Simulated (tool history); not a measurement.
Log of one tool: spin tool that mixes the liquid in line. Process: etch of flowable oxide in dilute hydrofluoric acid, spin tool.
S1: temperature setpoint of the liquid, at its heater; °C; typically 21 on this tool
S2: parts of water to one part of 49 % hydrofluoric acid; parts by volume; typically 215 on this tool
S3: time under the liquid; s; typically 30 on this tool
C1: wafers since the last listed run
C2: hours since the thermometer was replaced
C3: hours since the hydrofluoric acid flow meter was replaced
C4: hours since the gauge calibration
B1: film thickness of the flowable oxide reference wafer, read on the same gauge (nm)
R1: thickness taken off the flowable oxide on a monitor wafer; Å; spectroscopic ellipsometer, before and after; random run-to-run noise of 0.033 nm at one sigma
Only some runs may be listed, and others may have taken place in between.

| run | hour | S1 | S2 | S3 | C1 | C2 | C3 | C4 | B1 | R1 |
|---|---|---|---|---|---|---|---|---|---|---|
| 1 | 0 | 19 | 215 | 30 | 0 | 2205.3 | 1620.2 | 762.3 | 89.986 | 42.85 |
| 2 | 41.2 | 19 | 215 | 30 | 705 | 2246.5 | 1661.4 | 803.5 | 89.969 | 43.49 |
| 3 | 107.3 | 21 | 215 | 30 | 1132 | 2312.6 | 1727.5 | 869.6 | 89.986 | 46.2 |
| 4 | 165.8 | 21 | 215 | 30 | 1001 | 2371.1 | 1786 | 928.1 | 89.997 | 45.84 |
| 5 | 210.9 | 21 | 215 | 30 | 772 | 2416.2 | 1831.1 | 973.2 | 90.015 | 45.95 |
| 6 | 266.9 | 21 | 215 | 30 | 959 | 2472.2 | 1887.1 | 1029.2 | 90.025 | 46.71 |
| 7 | 322.4 | 21 | 215 | 30 | 950 | 2527.7 | 1942.6 | 1084.7 | 89.986 | 45.83 |
|  | 351.3 | hydrofluoric acid flow meter replaced |
| 8 | 479.6 | 21 | 215 | 30 | 2675 | 2684.9 | 128.3 | 1241.9 | 90.017 | 47.66 |
| 9 | 542.2 | 21 | 215 | 30 | 1072 | 2747.5 | 190.9 | 1304.5 | 90.005 | 48.69 |
| 10 | 577.9 | 21 | 215 | 30 | 611 | 2783.2 | 226.6 | 1340.2 | 90.013 | 48.63 |
| 11 | 616.8 | 21 | 215 | 30 | 666 | 2822.1 | 265.5 | 1379.1 | 89.994 | 48.58 |
|  | 639.8 | hydrofluoric acid flow meter replaced, repeated, since the last time left the tool worse |
| 12 | 645.8 | 21 | 215 | 30 | 479 | 2851.1 | 6 | 1408.1 | 90.01 | 43.05 |
| 13 | 690.7 | 21 | 215 | 30 | 768 | 2896 | 50.9 | 1453 | 90.009 | 43.32 |
| 14 | 720.5 | 21 | 215 | 30 | 510 | 2925.8 | 80.7 | 1482.8 | 89.985 | 43.33 |
|  | 722.5 | thermometer replaced |
| 15 | 763.1 | 21 | 215 | 30 | 712 | 40.6 | 123.3 | 1525.4 | 90.005 | 43.93 |
| 16 | 805.2 | 24.5 | 135 | 30 | 721 | 82.7 | 165.4 | 1567.5 | 90 | 86.35 |
| 17 | 999.5 | 21 | 215 | 30 | 3327 | 277 | 359.7 | 1761.8 | 90.002 | 44.46 |
| 18 | 1050.6 | 17 | 135 | 30 | 875 | 328.1 | 410.8 | 1812.9 | 90.003 | 64.81 |
|  | 1077 | gauge calibrated |
| 19 | 1077.5 | 18.5 | 215 | 30 | 460 | 355 | 437.7 | 0.5 | 90.023 | 39.89 |
| 20 | 1137.1 | 21 | 290 | 50 | 1020 | 414.6 | 497.3 | 60.1 | 89.988 | 50.62 |
| 21 | 1282.6 | 21 | 215 | 30 | 2491 | 560.1 | 642.8 | 205.6 | 90.003 | 44.17 |
| 22 | 1351.3 | 17.5 | 155 | 25 | 1176 | 628.8 | 711.5 | 274.3 | 89.994 | 46.72 |
| 23 | 1387.2 | 21 | 320 | 20 | 614 | 664.7 | 747.4 | 310.2 | 90.003 | 18.05 |
| 24 | 1450.9 | 18 | 125 | 40 | 1090 | 728.4 | 811.1 | 373.9 | 90.019 | 97.81 |
| 25 | 1499.9 | 21 | 215 | 20 | 839 | 777.4 | 860.1 | 422.9 | 89.996 | 29.44 |
| 26 | 1532.1 | 25 | 285 | 15 | 551 | 809.6 | 892.3 | 455.1 | 89.993 | 18.38 |
| 27 | 1588 | 17 | 270 | 15 | 957 | 865.5 | 948.2 | 511 | 90.006 | 14.61 |
| 28 | 1640.9 | 23 | 215 | 30 | 906 | 918.4 | 1001.1 | 563.9 | 90.03 | 49.15 |
| 29 | 1687.3 | 22.5 | 160 | 15 | 794 | 964.8 | 1047.5 | 610.3 | 90.001 | 33.58 |
| 30 | 1712 | 26 | 320 | 40 | 423 | 989.5 | 1072.2 | 635 | 90.004 | 42.76 |
| 31 | 1739.9 | 19.5 | 285 | 15 | 477 | 1017.4 | 1100.1 | 662.9 | 89.992 | 15.06 |
| 32 | 1792 | 21 | 215 | 15 | 892 | 1069.5 | 1152.2 | 715 | 90.012 | 22.43 |
| 33 | 1860.5 | 21 | 215 | 30 | 1173 | 1138 | 1220.7 | 783.5 | 89.991 | 44.82 |

Alternative continuations, all from the tool just after run 33; predict every row:
| A | 1860.9 | 21 | 215 | 30 | 6 | 1138.4 | 1221.1 | 783.9 | ? | ? |
| B | 1860.9 | 22.5 | 215 | 30 | 6 | 1138.4 | 1221.1 | 783.9 | ? | ? |
| C | 1860.9 | 21 | 110 | 30 | 6 | 1138.4 | 1221.1 | 783.9 | ? | ? |
| D | 1860.9 | 23 | 325 | 15 | 6 | 1138.4 | 1221.1 | 783.9 | ? | ? |

| run | B1 | R1 |
|---|---|---|
| A | 90.027 | 44.93 |
| B | 90.027 | 47.54 |
| C | 90.027 | 97.75 |
| D | 90.027 | 14.43 |
Without the tool's unlogged condition, the same runs would have read:
| run | R1 |
|---|---|
| A | 42.97 |
| B | 45.46 |
| C | 93.8 |
| D | 13.75 |

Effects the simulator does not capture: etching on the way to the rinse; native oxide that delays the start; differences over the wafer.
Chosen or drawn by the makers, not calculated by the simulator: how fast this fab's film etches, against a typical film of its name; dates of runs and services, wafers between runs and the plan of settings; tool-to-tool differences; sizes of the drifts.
